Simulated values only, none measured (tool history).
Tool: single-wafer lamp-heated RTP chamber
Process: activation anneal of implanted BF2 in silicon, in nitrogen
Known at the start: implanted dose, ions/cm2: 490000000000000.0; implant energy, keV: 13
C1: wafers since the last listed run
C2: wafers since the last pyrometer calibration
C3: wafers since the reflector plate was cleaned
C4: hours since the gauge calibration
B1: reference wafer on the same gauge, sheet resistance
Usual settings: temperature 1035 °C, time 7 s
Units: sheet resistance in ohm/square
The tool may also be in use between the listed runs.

{"run": 1, "hour": 0.0, "temperature": 1017, "time": 10, "C1": 0, "C2": 591, "C3": 7605, "C4": 343.6, "B1": 293.95, "sheet resistance": 298.7}
{"run": 2, "hour": 33.9, "temperature": 1017, "time": 10, "C1": 333, "C2": 924, "C3": 7938, "C4": 377.5, "B1": 294.0, "sheet resistance": 298.27}
{"run": 3, "hour": 59.5, "temperature": 1017, "time": 10, "C1": 251, "C2": 1175, "C3": 8190, "C4": 403.1, "B1": 293.85, "sheet resistance": 298.3}
{"run": 4, "hour": 93.7, "temperature": 1035, "time": 7, "C1": 336, "C2": 1511, "C3": 8526, "C4": 437.3, "B1": 294.03, "sheet resistance": 291.58}
{"run": 5, "hour": 105.8, "temperature": 1035, "time": 7, "C1": 118, "C2": 1630, "C3": 8645, "C4": 449.4, "B1": 294.07, "sheet resistance": 291.53}
{"run": 6, "hour": 139.1, "temperature": 1035, "time": 7, "C1": 327, "C2": 1958, "C3": 8972, "C4": 482.7, "B1": 294.1, "sheet resistance": 291.39}
{"run": 7, "hour": 156.9, "temperature": 1035, "time": 7, "C1": 174, "C2": 2132, "C3": 9147, "C4": 500.5, "B1": 293.93, "sheet resistance": 289.81}
{"run": 8, "hour": 184.6, "temperature": 1035, "time": 8, "C1": 272, "C2": 2405, "C3": 9419, "C4": 528.2, "B1": 293.8, "sheet resistance": 289.33}
{"run": 9, "hour": 202.0, "temperature": 1035, "time": 8, "C1": 170, "C2": 2576, "C3": 9590, "C4": 545.6, "B1": 293.88, "sheet resistance": 287.99}
{"run": 10, "hour": 214.9, "temperature": 1035, "time": 7, "C1": 126, "C2": 2702, "C3": 9717, "C4": 558.5, "B1": 294.04, "sheet resistance": 290.45}
{"hour": 303.1, "done": "pyrometer window cleaned and pyrometer calibrated"}
{"run": 11, "hour": 303.6, "temperature": 1035, "time": 7, "C1": 792, "C2": 5, "C3": 10510, "C4": 647.2, "B1": 293.76, "sheet resistance": 296.67}
{"run": 12, "hour": 327.5, "temperature": 1035, "time": 7, "C1": 234, "C2": 239, "C3": 10744, "C4": 671.1, "B1": 293.82, "sheet resistance": 296.2}
{"hour": 349.9, "done": "reflector plate cleaned"}
{"run": 13, "hour": 350.4, "temperature": 1035, "time": 7, "C1": 146, "C2": 386, "C3": 5, "C4": 694.0, "B1": 293.95, "sheet resistance": 293.34}
{"run": 14, "hour": 402.8, "temperature": 1035, "time": 7, "C1": 514, "C2": 901, "C3": 519, "C4": 746.4, "B1": 293.77, "sheet resistance": 292.18}
{"run": 15, "hour": 502.8, "temperature": 1035, "time": 10, "C1": 982, "C2": 1883, "C3": 1502, "C4": 846.4, "B1": 294.18, "sheet resistance": 282.98}
{"hour": 505.4, "done": "gauge calibrated"}
{"run": 16, "hour": 519.4, "temperature": 1035, "time": 7, "C1": 163, "C2": 2046, "C3": 1665, "C4": 14.0, "B1": 294.04, "sheet resistance": 289.95}
{"run": 17, "hour": 550.7, "temperature": 1035, "time": 10, "C1": 307, "C2": 2354, "C3": 1973, "C4": 45.3, "B1": 294.01, "sheet resistance": 284.78}
{"run": 18, "hour": 568.0, "temperature": 1024, "time": 7, "C1": 169, "C2": 2524, "C3": 2143, "C4": 62.6, "B1": 294.11, "sheet resistance": 296.82}
{"run": 19, "hour": 588.1, "temperature": 1035, "time": 7, "C1": 197, "C2": 2721, "C3": 2340, "C4": 82.7, "B1": 293.97, "sheet resistance": 288.49}
{"run": 20, "hour": 616.5, "temperature": 1051, "time": 7, "C1": 279, "C2": 3001, "C3": 2619, "C4": 111.1, "B1": 294.03, "sheet resistance": 278.65}
{"run": 21, "hour": 650.8, "temperature": 1062, "time": 9, "C1": 337, "C2": 3338, "C3": 2956, "C4": 145.4, "B1": 293.76, "sheet resistance": 267.29}
{"run": 22, "hour": 674.2, "temperature": 1051, "time": 7, "C1": 229, "C2": 3567, "C3": 3186, "C4": 168.8, "B1": 293.78, "sheet resistance": 279.23}
{"run": 23, "hour": 694.6, "temperature": 1023, "time": 10, "C1": 200, "C2": 3768, "C3": 3387, "C4": 189.2, "B1": 294.24, "sheet resistance": 290.8}
{"run": 24, "hour": 709.0, "temperature": 1008, "time": 7, "C1": 141, "C2": 3909, "C3": 3528, "C4": 203.6, "B1": 293.95, "sheet resistance": 308.61}
{"run": 25, "hour": 730.4, "temperature": 1053, "time": 5, "C1": 210, "C2": 4120, "C3": 3738, "C4": 225.0, "B1": 293.79, "sheet resistance": 282.84}
{"hour": 782.1, "done": "pyrometer window cleaned and pyrometer calibrated"}
{"run": 26, "hour": 797.3, "temperature": 1035, "time": 7, "C1": 578, "C2": 149, "C3": 4317, "C4": 291.9, "B1": 293.91, "sheet resistance": 295.54}
{"run": 27, "hour": 832.6, "temperature": 1047, "time": 10, "C1": 346, "C2": 496, "C3": 4664, "C4": 327.2, "B1": 294.14, "sheet resistance": 280.74}
{"run": 28, "hour": 846.0, "temperature": 1035, "time": 7, "C1": 131, "C2": 627, "C3": 4796, "C4": 340.6, "B1": 293.81, "sheet resistance": 293.55}
{"run": 29, "hour": 868.7, "temperature": 1011, "time": 4, "C1": 223, "C2": 850, "C3": 5019, "C4": 363.3, "B1": 293.96, "sheet resistance": 322.5}
{"run": 30, "hour": 883.0, "temperature": 1035, "time": 10, "C1": 140, "C2": 991, "C3": 5159, "C4": 377.6, "B1": 293.77, "sheet resistance": 286.09}
{"run": 31, "hour": 896.2, "temperature": 1016, "time": 7, "C1": 129, "C2": 1121, "C3": 5289, "C4": 390.8, "B1": 293.75, "sheet resistance": 305.63}
{"run": 32, "hour": 920.6, "temperature": 1014, "time": 5, "C1": 239, "C2": 1360, "C3": 5529, "C4": 415.2, "B1": 294.09, "sheet resistance": 313.03}
{"run": 33, "hour": 936.5, "temperature": 1019, "time": 10, "C1": 156, "C2": 1517, "C3": 5685, "C4": 431.1, "B1": 294.16, "sheet resistance": 295.01}
{"run": 34, "hour": 957.1, "temperature": 1027, "time": 5, "C1": 202, "C2": 1719, "C3": 5887, "C4": 451.7, "B1": 294.14, "sheet resistance": 302.29}
{"run": 35, "hour": 1002.8, "temperature": 1035, "time": 7, "C1": 449, "C2": 2168, "C3": 6336, "C4": 497.4, "B1": 294.03, "sheet resistance": 289.86}
{"run": 36, "hour": 1023.4, "temperature": 1035, "time": 7, "C1": 202, "C2": 2370, "C3": 6539, "C4": 518.0, "B1": 293.81, "sheet resistance": 289.23}

The tool's hidden state at each run:
wafer temperature error from the tarnished reflector plate, K: 0 in every run
gauge reads high (%): 0 in every run
H1: true wafer temperature minus pyrometer reading, K
run=1 H1=4.46
run=2 H1=6.12
run=3 H1=7.14
run=4 H1=8.24
run=5 H1=8.57
run=6 H1=9.34
run=7 H1=9.69
run=8 H1=10.1
run=9 H1=10.4
run=10 H1=10.5
run=11 H1=0.626
run=12 H1=2.48
run=13 H1=3.99
run=14 H1=6.64
run=15 H1=9.63
run=16 H1=9.95
run=17 H1=10.5
run=18 H1=10.7
run=19 H1=10.9
run=20 H1=11.2
run=21 H1=11.5
run=22 H1=11.7
run=23 H1=11.8
run=24 H1=11.9
run=25 H1=11.9
run=26 H1=1.83
run=27 H1=4.2
run=28 H1=4.96
run=29 H1=6.09
run=30 H1=6.71
run=31 H1=7.23
run=32 H1=8.08
run=33 H1=8.55
run=34 H1=9.1
run=35 H1=10.1
run=36 H1=10.4

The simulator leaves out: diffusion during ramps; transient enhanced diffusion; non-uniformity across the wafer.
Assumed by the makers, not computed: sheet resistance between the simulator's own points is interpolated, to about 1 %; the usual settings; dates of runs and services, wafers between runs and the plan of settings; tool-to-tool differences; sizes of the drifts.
